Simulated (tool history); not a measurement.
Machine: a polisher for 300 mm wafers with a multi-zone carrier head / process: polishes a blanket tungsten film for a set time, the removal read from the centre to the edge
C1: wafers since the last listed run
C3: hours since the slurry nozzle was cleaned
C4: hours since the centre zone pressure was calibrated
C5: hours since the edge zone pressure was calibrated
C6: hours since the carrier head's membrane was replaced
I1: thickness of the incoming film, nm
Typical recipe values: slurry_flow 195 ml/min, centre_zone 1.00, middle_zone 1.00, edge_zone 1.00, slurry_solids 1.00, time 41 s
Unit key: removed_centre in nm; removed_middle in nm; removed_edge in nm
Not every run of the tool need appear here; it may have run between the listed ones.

run 1 hour=0.0 | slurry_flow=195 centre_zone=1.00 middle_zone=1.00 edge_zone=1.00 slurry_solids=1.00 time=41 | C1=0 wafers_polished_on_this_pad=806 C3=237.6 C4=1335.9 C5=1007.2 C6=787.1 | I1=1233.2 | removed_centre=248.6 removed_middle=247.2 removed_edge=256.2
run 2 hour=32.5 | slurry_flow=195 centre_zone=1.10 middle_zone=0.92 edge_zone=1.00 slurry_solids=0.80 time=45 | C1=468 wafers_polished_on_this_pad=1275 C3=270.1 C4=1368.4 C5=1039.7 C6=819.6 | I1=1225.7 | removed_centre=276.7 removed_middle=240.1 removed_edge=265.0
run 3 hour=49.7 | slurry_flow=195 centre_zone=1.09 middle_zone=1.00 edge_zone=1.00 slurry_solids=1.00 time=41 | C1=248 wafers_polished_on_this_pad=1523 C3=287.3 C4=1385.6 C5=1056.9 C6=836.8 | I1=1256.1 | removed_centre=263.3 removed_middle=236.7 removed_edge=246.5
-- hour=63.5 slurry nozzle cleaned
run 4 hour=115.6 | slurry_flow=145 centre_zone=1.00 middle_zone=0.92 edge_zone=1.00 slurry_solids=1.10 time=41 | C1=936 wafers_polished_on_this_pad=2459 C3=52.1 C4=1451.5 C5=1122.8 C6=902.7 | I1=1227.6 | removed_centre=225.2 removed_middle=214.3 removed_edge=238.0
-- hour=120.1 centre zone pressure recalibrated
run 5 hour=147.2 | slurry_flow=130 centre_zone=1.03 middle_zone=1.08 edge_zone=1.00 slurry_solids=1.00 time=31 | C1=426 wafers_polished_on_this_pad=2886 C3=83.7 C4=27.1 C5=1154.4 C6=934.3 | I1=1238.6 | removed_centre=164.9 removed_middle=172.2 removed_edge=174.2
-- hour=165.8 carrier head's membrane replaced by a new one
run 6 hour=168.2 | slurry_flow=195 centre_zone=1.00 middle_zone=1.00 edge_zone=1.00 slurry_solids=1.00 time=41 | C1=230 wafers_polished_on_this_pad=3117 C3=104.7 C4=48.1 C5=1175.4 C6=2.4 | I1=1221.7 | removed_centre=229.1 removed_middle=231.5 removed_edge=242.9
run 7 hour=193.7 | slurry_flow=195 centre_zone=1.00 middle_zone=1.00 edge_zone=1.00 slurry_solids=1.00 time=41 | C1=367 wafers_polished_on_this_pad=3485 C3=130.2 C4=73.6 C5=1200.9 C6=27.9 | I1=1252.2 | removed_centre=230.9 removed_middle=228.3 removed_edge=238.7
run 8 hour=212.0 | slurry_flow=195 centre_zone=1.11 middle_zone=1.00 edge_zone=1.00 slurry_solids=1.00 time=41 | C1=263 wafers_polished_on_this_pad=3749 C3=148.5 C4=91.9 C5=1219.2 C6=46.2 | I1=1245.2 | removed_centre=249.0 removed_middle=230.3 removed_edge=245.7
-- hour=236.0 worn pad replaced by a new one
-- hour=244.0 edge zone pressure recalibrated
run 9 hour=245.9 | slurry_flow=245 centre_zone=1.07 middle_zone=1.11 edge_zone=0.96 slurry_solids=1.00 time=41 | C1=402 wafers_polished_on_this_pad=113 C3=182.4 C4=125.8 C5=1.9 C6=80.1 | I1=1250.5 | removed_centre=286.4 removed_middle=278.1 removed_edge=271.4
run 10 hour=262.9 | slurry_flow=175 centre_zone=1.00 middle_zone=1.00 edge_zone=0.88 slurry_solids=1.10 time=34 | C1=245 wafers_polished_on_this_pad=359 C3=199.4 C4=142.8 C5=18.9 C6=97.1 | I1=1244.0 | removed_centre=209.8 removed_middle=206.0 removed_edge=210.4
run 11 hour=289.1 | slurry_flow=195 centre_zone=1.00 middle_zone=1.00 edge_zone=1.08 slurry_solids=1.00 time=41 | C1=377 wafers_polished_on_this_pad=736 C3=225.6 C4=169.0 C5=45.1 C6=123.3 | I1=1238.6 | removed_centre=239.3 removed_middle=241.4 removed_edge=261.1
run 12 hour=316.3 | slurry_flow=195 centre_zone=1.00 middle_zone=1.00 edge_zone=1.00 slurry_solids=1.00 time=41 | C1=392 wafers_polished_on_this_pad=1129 C3=252.8 C4=196.2 C5=72.3 C6=150.5 | I1=1230.5 | removed_centre=236.2 removed_middle=242.5 removed_edge=243.0
run 13 hour=336.7 | slurry_flow=195 centre_zone=0.96 middle_zone=1.00 edge_zone=1.11 slurry_solids=1.00 time=41 | C1=294 wafers_polished_on_this_pad=1423 C3=273.2 C4=216.6 C5=92.7 C6=170.9 | I1=1244.5 | removed_centre=228.4 removed_middle=235.6 removed_edge=259.2
run 14 hour=362.1 | slurry_flow=195 centre_zone=1.00 middle_zone=1.00 edge_zone=1.00 slurry_solids=1.00 time=41 | C1=366 wafers_polished_on_this_pad=1789 C3=298.6 C4=242.0 C5=118.1 C6=196.3 | I1=1262.2 | removed_centre=235.0 removed_middle=230.0 removed_edge=248.6
run 15 hour=388.1 | slurry_flow=195 centre_zone=1.11 middle_zone=1.00 edge_zone=1.00 slurry_solids=1.00 time=29 | C1=375 wafers_polished_on_this_pad=2164 C3=324.6 C4=268.0 C5=144.1 C6=222.3 | I1=1243.5 | removed_centre=180.0 removed_middle=160.9 removed_edge=176.4
run 16 hour=417.9 | slurry_flow=195 centre_zone=1.00 middle_zone=1.00 edge_zone=1.00 slurry_solids=1.00 time=41 | C1=429 wafers_polished_on_this_pad=2594 C3=354.4 C4=297.8 C5=173.9 C6=252.1 | I1=1233.0 | removed_centre=224.2 removed_middle=232.2 removed_edge=240.3
-- hour=423.3 slurry nozzle cleaned
run 17 hour=451.0 | slurry_flow=145 centre_zone=1.00 middle_zone=1.00 edge_zone=1.00 slurry_solids=1.00 time=30 | C1=462 wafers_polished_on_this_pad=3057 C3=27.7 C4=330.9 C5=207.0 C6=285.2 | I1=1231.0 | removed_centre=157.0 removed_middle=160.5 removed_edge=171.5
-- hour=481.3 worn pad replaced by a new one
run 18 hour=481.8 | slurry_flow=195 centre_zone=1.04 middle_zone=1.07 edge_zone=0.90 slurry_solids=1.00 time=41 | C1=386 wafers_polished_on_this_pad=6 C3=58.5 C4=361.7 C5=237.8 C6=316.0 | I1=1243.2 | removed_centre=271.5 removed_middle=269.6 removed_edge=264.4
run 19 hour=504.7 | slurry_flow=170 centre_zone=1.04 middle_zone=1.00 edge_zone=0.94 slurry_solids=1.20 time=41 | C1=330 wafers_polished_on_this_pad=337 C3=81.4 C4=384.6 C5=260.7 C6=338.9 | I1=1234.3 | removed_centre=265.6 removed_middle=255.3 removed_edge=258.6
run 20 hour=523.0 | slurry_flow=195 centre_zone=0.91 middle_zone=1.00 edge_zone=1.00 slurry_solids=1.00 time=41 | C1=263 wafers_polished_on_this_pad=601 C3=99.7 C4=402.9 C5=279.0 C6=357.2 | I1=1218.7 | removed_centre=223.6 removed_middle=243.8 removed_edge=264.0

Forecast each of these 5 alternatives for the next run:
run A hour=523.4 | slurry_flow=195 centre_zone=1.00 middle_zone=1.00 edge_zone=1.06 slurry_solids=1.00 time=41 | C1=5 wafers_polished_on_this_pad=606 C3=100.1 C4=403.3 C5=279.4 C6=357.6 | I1=1249.6 | removed_centre=? removed_middle=? removed_edge=?
run B hour=523.4 | slurry_flow=195 centre_zone=1.00 middle_zone=1.00 edge_zone=1.04 slurry_solids=0.85 time=41 | C1=5 wafers_polished_on_this_pad=606 C3=100.1 C4=403.3 C5=279.4 C6=357.6 | I1=1249.6 | removed_centre=? removed_middle=? removed_edge=?
run C hour=523.4 | slurry_flow=195 centre_zone=0.90 middle_zone=1.00 edge_zone=1.08 slurry_solids=1.00 time=41 | C1=5 wafers_polished_on_this_pad=606 C3=100.1 C4=403.3 C5=279.4 C6=357.6 | I1=1249.6 | removed_centre=? removed_middle=? removed_edge=?
run D hour=523.4 | slurry_flow=195 centre_zone=1.00 middle_zone=1.00 edge_zone=1.00 slurry_solids=1.00 time=46 | C1=5 wafers_polished_on_this_pad=606 C3=100.1 C4=403.3 C5=279.4 C6=357.6 | I1=1249.6 | removed_centre=? removed_middle=? removed_edge=?
run E hour=523.4 | slurry_flow=195 centre_zone=1.00 middle_zone=1.05 edge_zone=1.00 slurry_solids=0.90 time=41 | C1=5 wafers_polished_on_this_pad=606 C3=100.1 C4=403.3 C5=279.4 C6=357.6 | I1=1249.6 | removed_centre=? removed_middle=? removed_edge=?

run=A removed_centre=242.6 removed_middle=248.1 removed_edge=264.4
run=B removed_centre=236.3 removed_middle=241.6 removed_edge=255.5
run=C removed_centre=218.2 removed_middle=248.2 removed_edge=266.4
run=D removed_centre=272.2 removed_middle=278.4 removed_edge=290.0
run=E removed_centre=238.5 removed_middle=250.9 removed_edge=253.9
What these runs would have given with no unlogged condition in the tool:
run=A removed_centre=258.9 removed_middle=264.7 removed_edge=282.1
run=B removed_centre=252.1 removed_middle=257.8 removed_edge=272.6
run=C removed_centre=232.8 removed_middle=264.9 removed_edge=284.2
run=D removed_centre=290.4 removed_middle=297.0 removed_edge=309.4
run=E removed_centre=254.4 removed_middle=267.6 removed_edge=270.9
